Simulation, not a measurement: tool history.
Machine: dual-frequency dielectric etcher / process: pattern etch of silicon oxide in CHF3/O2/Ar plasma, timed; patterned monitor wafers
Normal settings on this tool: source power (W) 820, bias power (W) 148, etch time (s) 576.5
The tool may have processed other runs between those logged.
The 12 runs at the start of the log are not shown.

run   hour  source power (W)  bias power (W)  etch time (s)  read-back reference wafer on the same gauge, depth_nm  mean etch depth across the wafer (nm)
     311.8  -- gauge calibrated
 13  326.6               820             148          576.5                                                 1069.2                                 1336.3
 14  353.1               820             112          576.5                                                 1069.2                                 1250.7
 15  380.6               820             148          576.5                                                 1069.7                                 1314.0
 16  406.2               820             148          576.5                                                 1069.2                                 1312.4
     411.0  -- source power generator calibrated
 17  429.0               960             116          656.0                                                 1068.9                                 1523.2
 18  441.0               820             148          576.5                                                 1069.0                                 1306.7
 19  475.7               820             161          499.0                                                 1070.4                                 1152.2
     492.4  -- bias power generator calibrated
 20  503.4               820             148          668.5                                                 1070.2                                 1503.8
 21  534.6               820             124          703.0                                                 1070.4                                 1505.3
 22  552.0               970             148          430.0                                                 1069.6                                 1037.2
 23  581.3               770             148          736.5                                                 1069.9                                 1609.9
 24  608.3               820             148          576.5                                                 1069.9                                 1280.3
 25  636.5               820             148          576.5                                                 1069.0                                 1278.2
 26  654.5               980             115          691.5                                                 1070.1                                 1561.4
 27  688.5               820             148          576.5                                                 1071.1                                 1265.3
 28  701.7              1010             148          445.5                                                 1070.9                                 1067.2
 29  726.0               820             148          423.5                                                 1070.8                                  930.5
     750.5  -- wet clean of the chamber
 30  751.5               820             137          666.5                                                 1068.8                                 1492.8

4 options for the next run, each taken on its own from the tool as it stands now. Forecast them:
  A  752.1               820             148          576.5                                                      ?                                      ?
  B  752.1               940             158          646.0                                                      ?                                      ?
  C  752.1               660             148          576.5                                                      ?                                      ?
  D  752.1               630             121          487.5                                                      ?                                      ?

run  read-back reference wafer on the same gauge, depth_nm  mean etch depth across the wafer (nm)
  A                                                 1071.1                                 1309.9
  B                                                 1071.1                                 1588.7
  C                                                 1071.1                                 1183.7
  D                                                 1071.1                                  929.3
With the hidden condition removed and each run's random variation left untouched, the same runs would have given:
run  mean etch depth across the wafer (nm)
  A                                 1314.0
  B                                 1593.6
  C                                 1187.4
  D                                  932.1
